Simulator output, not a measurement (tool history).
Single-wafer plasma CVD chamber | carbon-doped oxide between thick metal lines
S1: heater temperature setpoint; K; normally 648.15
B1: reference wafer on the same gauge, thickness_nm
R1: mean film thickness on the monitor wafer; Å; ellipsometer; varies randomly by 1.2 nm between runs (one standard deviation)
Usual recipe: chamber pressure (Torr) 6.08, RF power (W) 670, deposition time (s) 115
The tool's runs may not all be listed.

{"run": 1, "day": 0.0, "S1": 644.15, "chamber pressure (Torr)": 6.08, "RF power (W)": 670, "deposition time (s)": 115, "B1": 611.158, "R1": 6341.43}
{"run": 2, "day": 2.512, "S1": 644.15, "chamber pressure (Torr)": 6.08, "RF power (W)": 670, "deposition time (s)": 115, "B1": 610.905, "R1": 6323.12}
{"run": 3, "day": 4.879, "S1": 648.15, "chamber pressure (Torr)": 6.08, "RF power (W)": 670, "deposition time (s)": 115, "B1": 610.845, "R1": 6251.75}
{"run": 4, "day": 6.842, "S1": 648.15, "chamber pressure (Torr)": 6.08, "RF power (W)": 670, "deposition time (s)": 115, "B1": 611.216, "R1": 6271.42}
{"run": 5, "day": 13.425, "S1": 648.15, "chamber pressure (Torr)": 6.08, "RF power (W)": 670, "deposition time (s)": 115, "B1": 610.829, "R1": 6255.29}
{"run": 6, "day": 14.758, "S1": 648.15, "chamber pressure (Torr)": 6.69, "RF power (W)": 765, "deposition time (s)": 124, "B1": 611.356, "R1": 7389.17}
{"run": 7, "day": 16.283, "S1": 648.15, "chamber pressure (Torr)": 6.08, "RF power (W)": 670, "deposition time (s)": 115, "B1": 610.91, "R1": 6257.12}
{"run": 8, "day": 18.2, "S1": 648.15, "chamber pressure (Torr)": 6.08, "RF power (W)": 670, "deposition time (s)": 115, "B1": 610.994, "R1": 6263.39}
{"run": 9, "day": 20.262, "S1": 648.15, "chamber pressure (Torr)": 6.08, "RF power (W)": 670, "deposition time (s)": 115, "B1": 610.794, "R1": 6278.14}
{"run": 10, "day": 22.962, "S1": 641.15, "chamber pressure (Torr)": 5.67, "RF power (W)": 670, "deposition time (s)": 115, "B1": 610.858, "R1": 6303.64}
{"run": 11, "day": 25.833, "S1": 652.15, "chamber pressure (Torr)": 7.42, "RF power (W)": 570, "deposition time (s)": 115, "B1": 610.758, "R1": 5699.58}
{"run": 12, "day": 27.875, "S1": 648.15, "chamber pressure (Torr)": 6.08, "RF power (W)": 580, "deposition time (s)": 124, "B1": 611.098, "R1": 6144.58}
{"day": 29.746, "done": "RF generator calibrated"}
{"run": 13, "day": 29.767, "S1": 641.15, "chamber pressure (Torr)": 5.54, "RF power (W)": 620, "deposition time (s)": 131, "B1": 611.198, "R1": 6890.6}
{"run": 14, "day": 31.779, "S1": 643.15, "chamber pressure (Torr)": 7.35, "RF power (W)": 545, "deposition time (s)": 95, "B1": 611.187, "R1": 4704.69}
{"day": 33.754, "done": "gauge calibrated"}
{"run": 15, "day": 33.958, "S1": 648.15, "chamber pressure (Torr)": 5.66, "RF power (W)": 670, "deposition time (s)": 115, "B1": 610.82, "R1": 6304.1}
{"day": 36.096, "done": "capacitance manometer re-zeroed and calibrated"}
{"run": 16, "day": 36.117, "S1": 634.15, "chamber pressure (Torr)": 5.27, "RF power (W)": 565, "deposition time (s)": 128, "B1": 611.018, "R1": 6384.86}
{"run": 17, "day": 37.029, "S1": 636.15, "chamber pressure (Torr)": 6.08, "RF power (W)": 670, "deposition time (s)": 115, "B1": 610.877, "R1": 6448.16}
{"run": 18, "day": 39.758, "S1": 639.15, "chamber pressure (Torr)": 6.08, "RF power (W)": 710, "deposition time (s)": 115, "B1": 610.768, "R1": 6643.32}
{"day": 40.733, "done": "showerhead replaced"}
{"day": 41.396, "done": "thermocouple changed; heater temperature recalibrated"}
{"run": 19, "day": 42.271, "S1": 648.15, "chamber pressure (Torr)": 7.33, "RF power (W)": 725, "deposition time (s)": 134, "B1": 611.174, "R1": 7864.2}
{"run": 20, "day": 43.917, "S1": 648.15, "chamber pressure (Torr)": 6.98, "RF power (W)": 670, "deposition time (s)": 115, "B1": 611.052, "R1": 6389.32}
{"run": 21, "day": 46.708, "S1": 640.15, "chamber pressure (Torr)": 5.64, "RF power (W)": 670, "deposition time (s)": 115, "B1": 611.033, "R1": 6376.71}
{"run": 22, "day": 49.583, "S1": 648.15, "chamber pressure (Torr)": 6.08, "RF power (W)": 670, "deposition time (s)": 115, "B1": 611.267, "R1": 6307.93}
{"run": 23, "day": 51.717, "S1": 655.15, "chamber pressure (Torr)": 4.81, "RF power (W)": 670, "deposition time (s)": 124, "B1": 610.955, "R1": 6533.16}
{"run": 24, "day": 53.579, "S1": 648.15, "chamber pressure (Torr)": 6.08, "RF power (W)": 670, "deposition time (s)": 115, "B1": 611.065, "R1": 6303.2}
{"run": 25, "day": 56.229, "S1": 637.15, "chamber pressure (Torr)": 5.61, "RF power (W)": 540, "deposition time (s)": 136, "B1": 611.133, "R1": 6546.8}
{"run": 26, "day": 58.379, "S1": 648.15, "chamber pressure (Torr)": 6.08, "RF power (W)": 670, "deposition time (s)": 115, "B1": 610.879, "R1": 6305.4}
{"run": 27, "day": 59.588, "S1": 648.15, "chamber pressure (Torr)": 6.08, "RF power (W)": 670, "deposition time (s)": 115, "B1": 611.002, "R1": 6311.26}
{"run": 28, "day": 61.775, "S1": 648.15, "chamber pressure (Torr)": 4.92, "RF power (W)": 670, "deposition time (s)": 115, "B1": 610.751, "R1": 6154.18}

Here are 4 independent what-if runs from the current tool condition. What would each one return?
{"run": "A", "day": 61.792, "S1": 648.15, "chamber pressure (Torr)": 6.08, "RF power (W)": 670, "deposition time (s)": 136, "B1": "?", "R1": "?"}
{"run": "B", "day": 61.792, "S1": 661.15, "chamber pressure (Torr)": 6.08, "RF power (W)": 780, "deposition time (s)": 115, "B1": "?", "R1": "?"}
{"run": "C", "day": 61.792, "S1": 639.15, "chamber pressure (Torr)": 6.08, "RF power (W)": 670, "deposition time (s)": 93, "B1": "?", "R1": "?"}
{"run": "D", "day": 61.792, "S1": 648.15, "chamber pressure (Torr)": 6.08, "RF power (W)": 575, "deposition time (s)": 115, "B1": "?", "R1": "?"}

run=A B1=611.113 R1=7448.58
run=B B1=611.113 R1=6773.86
run=C B1=611.113 R1=5184.48
run=D B1=611.113 R1=5722.17
With the hidden condition removed and each run's random variation left untouched, the same runs would have given:
run=A R1=7584.88
run=B R1=6893.88
run=C R1=5281.88
run=D R1=5829.15
